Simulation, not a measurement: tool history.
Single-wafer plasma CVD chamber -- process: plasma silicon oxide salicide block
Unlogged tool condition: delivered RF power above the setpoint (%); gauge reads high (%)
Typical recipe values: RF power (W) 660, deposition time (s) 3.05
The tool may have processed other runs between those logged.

run	hour	RF power (W)	deposition time (s)	wafers since the last listed run	hours since the last RF generator calibration	hours since the showerhead was replaced	hours since the gauge calibration	read-back reference wafer on the same gauge, thickness_nm	mean film thickness on the monitor wafer (angstrom)
1	0	605	2.87	0	735.3	2585.5	681.8	34.147	307.26
2	38.1	605	2.87	1266	773.4	2623.6	719.9	34.019	306.63
3	76.3	605	2.87	1269	811.6	2661.8	758.1	34.037	306.32
4	137.5	660	3.05	2034	872.8	2723	819.3	34.09	339.35
5	192	660	3.05	1811	927.3	2777.5	873.8	34.094	334.19
6	269.6	660	3.05	2579	1004.9	2855.1	951.4	34.112	335.01
# hour 337: gauge calibrated
7	346.7	660	3.05	2563	1082	2932.2	9.7	34.047	332.12
8	430.4	660	3.05	2782	1165.7	3015.9	93.4	34.108	336.48
9	513.5	755	3.05	2762	1248.8	3099	176.5	34.083	344.52
10	556	660	3.05	1412	1291.3	3141.5	219	34.136	336.43
11	633.7	660	3.05	2583	1369	3219.2	296.7	34.144	332.74
12	719.1	660	3.05	2838	1454.4	3304.6	382.1	34.14	333.61
13	783.4	660	3.05	2137	1518.7	3368.9	446.4	34.096	333.29
14	1027.2	660	3.05	8104	1762.5	3612.7	690.2	34.134	336.82
15	1070.4	660	3.36	1436	1805.7	3655.9	733.4	34.027	365.92
# hour 1082.5: RF generator calibrated
16	1136.4	660	3.05	1928	53.9	3721.9	799.4	34.109	327.87
17	1209.8	745	3.05	2440	127.3	3795.3	872.8	34.123	338.28
# hour 1239.4: showerhead replaced
18	1292.6	785	2.8	2486	210.1	53.2	955.6	34.114	316.69
19	1399.7	610	3.05	3560	317.2	160.3	1062.7	34.088	320.73
20	1438	570	2.7	1273	355.5	198.6	1101	34.028	275.15
21	1497.5	660	2.77	1977	415	258.1	1160.5	34.133	298.72
22	1575.1	780	2.66	2579	492.6	335.7	1238.1	34.109	299.64
# hour 1613.2: RF generator calibrated, repeated, since the last time left the tool worse
# hour 1635.9: gauge calibrated
23	1650	745	3.05	2223	36.8	410.6	14.1	34.127	348.24
24	1713.2	710	3.21	2100	100	473.8	77.3	34.099	362.54
25	1754.3	730	3.59	1366	141.1	514.9	118.4	34.147	404.87
26	1834	660	3.05	2649	220.8	594.6	198.1	34.074	334.22
27	1926.7	695	2.75	3081	313.5	687.3	290.8	34.077	308.11
28	1998.3	595	2.6	2380	385.1	758.9	362.4	34.114	278.19
29	2058.1	660	2.87	1987	444.9	818.7	422.2	34.093	312.98
30	2131.1	660	3.05	2426	517.9	891.7	495.2	34.087	334.5
31	2221.6	660	3.05	3008	608.4	982.2	585.7	34.124	332.7
32	2326.5	660	3.05	3487	713.3	1087.1	690.6	34.136	333.48

Subtracting, for every run, the result it would have given without the tool's unlogged condition from the measured result gives the following. The same run-to-run variation enters both numbers; the gauge's scatter may not:
run	mean film thickness on the monitor wafer (angstrom)
1	-1.7
2	-1.77
3	-1.86
4	-2.2
5	-2.29
6	-2.49
7	-2.66
8	-2.89
9	-3.17
10	-3.2
11	-3.35
12	-3.57
13	-3.72
14	-4.37
15	-4.85
16	-9.63
17	-10.13
18	-9.69
19	-10.09
20	-8.74
21	-9.62
22	-9.84
23	-0.77
24	-0.95
25	-1.19
26	-1.16
27	-1.27
28	-1.3
29	-1.59
30	-1.87
31	-2.09
32	-2.34
